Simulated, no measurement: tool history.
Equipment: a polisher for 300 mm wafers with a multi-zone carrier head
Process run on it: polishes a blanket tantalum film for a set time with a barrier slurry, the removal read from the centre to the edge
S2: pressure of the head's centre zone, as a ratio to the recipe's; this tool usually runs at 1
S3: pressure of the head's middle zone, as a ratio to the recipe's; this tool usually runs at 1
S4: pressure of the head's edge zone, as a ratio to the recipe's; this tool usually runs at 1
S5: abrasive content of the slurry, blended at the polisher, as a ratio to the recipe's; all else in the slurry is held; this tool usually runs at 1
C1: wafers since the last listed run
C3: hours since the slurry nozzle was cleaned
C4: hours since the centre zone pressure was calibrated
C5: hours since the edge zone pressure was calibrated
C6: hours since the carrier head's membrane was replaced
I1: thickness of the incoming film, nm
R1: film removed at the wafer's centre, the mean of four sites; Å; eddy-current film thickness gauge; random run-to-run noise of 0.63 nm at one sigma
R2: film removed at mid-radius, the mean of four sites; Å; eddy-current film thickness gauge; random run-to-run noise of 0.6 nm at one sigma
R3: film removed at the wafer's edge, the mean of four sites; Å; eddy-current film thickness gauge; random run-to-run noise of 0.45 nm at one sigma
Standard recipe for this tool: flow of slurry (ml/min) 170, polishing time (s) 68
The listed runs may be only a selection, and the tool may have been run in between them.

{"run": 1, "hour": 0.0, "flow of slurry (ml/min)": 170, "S2": 1, "S3": 1, "S4": 1, "S5": 1, "polishing time (s)": 68, "C1": 0, "wafers polished on this pad": 435, "C3": 732.1, "C4": 282.6, "C5": 106, "C6": 1112, "I1": 211.7, "R1": 585, "R2": 577, "R3": 570}
{"run": 2, "hour": 28.9, "flow of slurry (ml/min)": 170, "S2": 0.95, "S3": 1, "S4": 1, "S5": 1, "polishing time (s)": 68, "C1": 192, "wafers polished on this pad": 627, "C3": 761, "C4": 311.5, "C5": 134.9, "C6": 1140.9, "I1": 209.3, "R1": 548, "R2": 577, "R3": 579}
{"run": 3, "hour": 57.8, "flow of slurry (ml/min)": 170, "S2": 0.93, "S3": 1, "S4": 1, "S5": 1, "polishing time (s)": 68, "C1": 192, "wafers polished on this pad": 819, "C3": 789.9, "C4": 340.4, "C5": 163.8, "C6": 1169.8, "I1": 208.7, "R1": 541, "R2": 581, "R3": 575}
{"hour": 80.9, "done": "slurry nozzle cleaned"}
{"run": 4, "hour": 123.7, "flow of slurry (ml/min)": 170, "S2": 1, "S3": 1, "S4": 1, "S5": 1, "polishing time (s)": 68, "C1": 431, "wafers polished on this pad": 1250, "C3": 42.8, "C4": 406.3, "C5": 229.7, "C6": 1235.7, "I1": 207.1, "R1": 600, "R2": 579, "R3": 583}
{"run": 5, "hour": 210.6, "flow of slurry (ml/min)": 170, "S2": 1, "S3": 1, "S4": 1, "S5": 1, "polishing time (s)": 68, "C1": 577, "wafers polished on this pad": 1828, "C3": 129.7, "C4": 493.2, "C5": 316.6, "C6": 1322.6, "I1": 212, "R1": 601, "R2": 590, "R3": 578}
{"run": 6, "hour": 235.2, "flow of slurry (ml/min)": 205, "S2": 0.96, "S3": 0.91, "S4": 1, "S5": 1, "polishing time (s)": 59, "C1": 163, "wafers polished on this pad": 1991, "C3": 154.3, "C4": 517.8, "C5": 341.2, "C6": 1347.2, "I1": 207.2, "R1": 517, "R2": 477, "R3": 514}
{"hour": 273.1, "done": "centre zone pressure recalibrated"}
{"run": 7, "hour": 283.7, "flow of slurry (ml/min)": 130, "S2": 1, "S3": 1, "S4": 1, "S5": 1, "polishing time (s)": 68, "C1": 309, "wafers polished on this pad": 2301, "C3": 202.8, "C4": 10.6, "C5": 389.7, "C6": 1395.7, "I1": 209.2, "R1": 553, "R2": 559, "R3": 561}
{"run": 8, "hour": 309.4, "flow of slurry (ml/min)": 170, "S2": 1, "S3": 1, "S4": 1, "S5": 1, "polishing time (s)": 68, "C1": 170, "wafers polished on this pad": 2471, "C3": 228.5, "C4": 36.3, "C5": 415.4, "C6": 1421.4, "I1": 212.9, "R1": 570, "R2": 578, "R3": 581}
{"run": 9, "hour": 335.6, "flow of slurry (ml/min)": 170, "S2": 1, "S3": 1.08, "S4": 1.11, "S5": 1.2, "polishing time (s)": 87, "C1": 174, "wafers polished on this pad": 2646, "C3": 254.7, "C4": 62.5, "C5": 441.6, "C6": 1447.6, "I1": 214, "R1": 766, "R2": 820, "R3": 824}
{"hour": 342.2, "done": "carrier head's membrane replaced by a new one"}
{"run": 10, "hour": 371.2, "flow of slurry (ml/min)": 200, "S2": 1, "S3": 0.96, "S4": 1, "S5": 1, "polishing time (s)": 68, "C1": 203, "wafers polished on this pad": 2849, "C3": 290.3, "C4": 98.1, "C5": 477.2, "C6": 29, "I1": 211.2, "R1": 590, "R2": 572, "R3": 594}
{"hour": 395.8, "done": "edge zone pressure recalibrated"}
{"hour": 441.6, "done": "worn pad replaced by a new one"}
{"run": 11, "hour": 442.1, "flow of slurry (ml/min)": 170, "S2": 1, "S3": 1, "S4": 1, "S5": 1, "polishing time (s)": 68, "C1": 431, "wafers polished on this pad": 3, "C3": 361.2, "C4": 169, "C5": 46.3, "C6": 99.9, "I1": 211.9, "R1": 558, "R2": 578, "R3": 588}
{"run": 12, "hour": 488.8, "flow of slurry (ml/min)": 170, "S2": 1, "S3": 1, "S4": 1, "S5": 0.75, "polishing time (s)": 86, "C1": 310, "wafers polished on this pad": 313, "C3": 407.9, "C4": 215.7, "C5": 93, "C6": 146.6, "I1": 206.5, "R1": 662, "R2": 671, "R3": 668}
{"run": 13, "hour": 532.3, "flow of slurry (ml/min)": 170, "S2": 1, "S3": 1, "S4": 1.06, "S5": 0.7, "polishing time (s)": 68, "C1": 289, "wafers polished on this pad": 602, "C3": 451.4, "C4": 259.2, "C5": 136.5, "C6": 190.1, "I1": 207.5, "R1": 508, "R2": 514, "R3": 526}
{"run": 14, "hour": 570.5, "flow of slurry (ml/min)": 170, "S2": 1, "S3": 1, "S4": 1, "S5": 1, "polishing time (s)": 45, "C1": 253, "wafers polished on this pad": 856, "C3": 489.6, "C4": 297.4, "C5": 174.7, "C6": 228.3, "I1": 208.8, "R1": 386, "R2": 374, "R3": 382}
{"run": 15, "hour": 600.7, "flow of slurry (ml/min)": 170, "S2": 1, "S3": 1, "S4": 1, "S5": 1, "polishing time (s)": 68, "C1": 200, "wafers polished on this pad": 1057, "C3": 519.8, "C4": 327.6, "C5": 204.9, "C6": 258.5, "I1": 211.3, "R1": 580, "R2": 577, "R3": 581}
{"run": 16, "hour": 627.7, "flow of slurry (ml/min)": 170, "S2": 1, "S3": 1, "S4": 1, "S5": 1, "polishing time (s)": 68, "C1": 179, "wafers polished on this pad": 1237, "C3": 546.8, "C4": 354.6, "C5": 231.9, "C6": 285.5, "I1": 208.5, "R1": 591, "R2": 570, "R3": 577}
{"run": 17, "hour": 686.6, "flow of slurry (ml/min)": 170, "S2": 1, "S3": 1, "S4": 1.09, "S5": 1, "polishing time (s)": 68, "C1": 391, "wafers polished on this pad": 1628, "C3": 605.7, "C4": 413.5, "C5": 290.8, "C6": 344.4, "I1": 211.7, "R1": 589, "R2": 571, "R3": 601}
{"run": 18, "hour": 713.2, "flow of slurry (ml/min)": 170, "S2": 1, "S3": 1, "S4": 1, "S5": 1, "polishing time (s)": 68, "C1": 176, "wafers polished on this pad": 1805, "C3": 632.3, "C4": 440.1, "C5": 317.4, "C6": 371, "I1": 207.7, "R1": 596, "R2": 577, "R3": 578}
{"hour": 729.7, "done": "centre zone pressure recalibrated"}
{"run": 19, "hour": 752.9, "flow of slurry (ml/min)": 170, "S2": 1, "S3": 1, "S4": 1, "S5": 1, "polishing time (s)": 68, "C1": 250, "wafers polished on this pad": 2056, "C3": 672, "C4": 23.2, "C5": 357.1, "C6": 410.7, "I1": 210.3, "R1": 569, "R2": 571, "R3": 582}
{"run": 20, "hour": 806.5, "flow of slurry (ml/min)": 170, "S2": 0.97, "S3": 1.08, "S4": 1, "S5": 1, "polishing time (s)": 68, "C1": 356, "wafers polished on this pad": 2412, "C3": 725.6, "C4": 76.8, "C5": 410.7, "C6": 464.3, "I1": 206, "R1": 547, "R2": 629, "R3": 574}
{"hour": 872.0, "done": "edge zone pressure recalibrated"}
{"run": 21, "hour": 872.5, "flow of slurry (ml/min)": 170, "S2": 1, "S3": 1, "S4": 1.08, "S5": 1, "polishing time (s)": 68, "C1": 425, "wafers polished on this pad": 2837, "C3": 791.6, "C4": 142.8, "C5": 0.5, "C6": 530.3, "I1": 212, "R1": 566, "R2": 581, "R3": 598}
{"hour": 915.5, "done": "worn pad replaced by a new one"}
{"run": 22, "hour": 916.0, "flow of slurry (ml/min)": 115, "S2": 1, "S3": 1.07, "S4": 1, "S5": 1.1, "polishing time (s)": 68, "C1": 262, "wafers polished on this pad": 3, "C3": 835.1, "C4": 186.3, "C5": 44, "C6": 573.8, "I1": 209.4, "R1": 550, "R2": 587, "R3": 572}

Below are 3 alternative next runs, each starting from the tool's condition after run 22. Predict each:
{"run": "A", "hour": 916.4, "flow of slurry (ml/min)": 170, "S2": 1, "S3": 1, "S4": 1, "S5": 1, "polishing time (s)": 68, "C1": 2, "wafers polished on this pad": 5, "C3": 835.5, "C4": 186.7, "C5": 44.4, "C6": 574.2, "I1": 212, "R1": "?", "R2": "?", "R3": "?"}
{"run": "B", "hour": 916.4, "flow of slurry (ml/min)": 190, "S2": 1, "S3": 1, "S4": 1.04, "S5": 0.85, "polishing time (s)": 68, "C1": 2, "wafers polished on this pad": 5, "C3": 835.5, "C4": 186.7, "C5": 44.4, "C6": 574.2, "I1": 212, "R1": "?", "R2": "?", "R3": "?"}
{"run": "C", "hour": 916.4, "flow of slurry (ml/min)": 170, "S2": 0.95, "S3": 1.04, "S4": 1, "S5": 0.7, "polishing time (s)": 92, "C1": 2, "wafers polished on this pad": 5, "C3": 835.5, "C4": 186.7, "C5": 44.4, "C6": 574.2, "I1": 212, "R1": "?", "R2": "?", "R3": "?"}

run=A R1=560 R2=583 R3=575
run=B R1=542 R2=562 R3=563
run=C R1=639 R2=724 R3=690
What these runs would have given with no unlogged condition in the tool:
run=A R1=556 R2=583 R3=575
run=B R1=537 R2=562 R3=563
run=C R1=634 R2=724 R3=690
